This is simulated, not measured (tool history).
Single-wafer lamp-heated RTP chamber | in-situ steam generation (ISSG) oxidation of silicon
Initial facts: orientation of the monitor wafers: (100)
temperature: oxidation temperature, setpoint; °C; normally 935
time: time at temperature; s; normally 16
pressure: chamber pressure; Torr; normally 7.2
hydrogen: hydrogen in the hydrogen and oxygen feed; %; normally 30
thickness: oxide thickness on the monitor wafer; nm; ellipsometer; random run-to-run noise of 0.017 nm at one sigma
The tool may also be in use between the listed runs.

run     day  temperature  time  pressure  hydrogen  wafers since the last listed run  wafers since the last pyrometer calibration  hours since the pressure gauge was zeroed  hours since the hydrogen flow controller was replaced  hours since the gauge calibration  read-back reference wafer on the same gauge, thickness  thickness
  1       0          935    16       7.2        30                                 0                                         2985                                     4361.6                                                 4273.5                              150.5                                                   4.239      4.582
  2   0.742          935    16       7.2        32                               217                                         3203                                     4379.4                                                 4291.3                              168.3                                                   4.238      4.637
  3   1.175          935    16       7.2        30                               127                                         3330                                     4389.8                                                 4301.7                              178.7                                                   4.239      4.624
      2.092  -- gauge calibrated
  4   2.429          935    16       7.2        30                               368                                         3699                                     4419.9                                                 4331.8                                8.1                                                   4.239      4.592
  5   2.779          935    16       7.2        30                               102                                         3801                                     4428.3                                                 4340.2                               16.5                                                    4.24      4.582
  6   3.117          935    16       7.2        30                                99                                         3901                                     4436.4                                                 4348.3                               24.6                                                    4.24      4.613
  7   3.604          935    16       8.2        30                               143                                         4044                                     4448.1                                                   4360                               36.3                                                   4.237      4.599
  8   4.012          935    16       8.2        30                               119                                         4164                                     4457.9                                                 4369.8                               46.1                                                   4.234      4.599
  9   4.342          935    16       8.2        30                                96                                         4260                                     4465.8                                                 4377.7                                 54                                                    4.24       4.63
 10   4.896          935    19       6.9        30                               162                                         4423                                     4479.1                                                   4391                               67.3                                                   4.237      4.923
 11   5.379          941    16       8.4        30                               141                                         4565                                     4490.7                                                 4402.6                               78.9                                                   4.238      4.675
 12   6.629          941    16       8.4        30                               367                                         4932                                     4520.7                                                 4432.6                              108.9                                                   4.236      4.705
      7.467  -- hydrogen flow controller replaced
 13   7.488          935    13       7.2        32                               154                                         5087                                     4541.3                                                    0.5                              129.5                                                   4.241       4.41
 14     7.5          935    16       7.2        30                                 3                                         5090                                     4541.6                                                    0.8                              129.8                                                    4.24      4.619
 15   7.746          920    16       6.9        32                                72                                         5163                                     4547.5                                                    6.7                              135.7                                                   4.238      4.553
      8.338  -- pyrometer window cleaned and pyrometer calibrated
 16   8.358          941    22       6.9        23                                82                                            5                                     4562.2                                                   21.4                              150.4                                                   4.239      4.815
 17   8.758          917    22       6.9        24                               117                                          123                                     4571.8                                                     31                                160                                                   4.235      4.558
 18   9.412          935    16       7.2        30                               192                                          315                                     4587.5                                                   46.7                              175.7                                                   4.243      4.507
      9.917  -- gauge calibrated
     10.088  -- pressure gauge zeroed
 19  10.108          935    16       7.2        30                               106                                          422                                        0.5                                                   63.4                                4.6                                                   4.243      4.482
 20  11.671          945    16       6.9        30                               459                                          881                                         38                                                  100.9                               42.1                                                   4.241      4.622

Run 21 comes next. What will it give?
 21  12.192          918    22       6.9        32                               153                                         1034                                       50.5                                                  113.4                               54.6                                                       ?          ?

Logged for run 21: read-back reference wafer on the same gauge, thickness 4.24, thickness 4.949 nm.
The same run, on a tool lacking any hidden state, would have yielded thickness 4.922 nm.
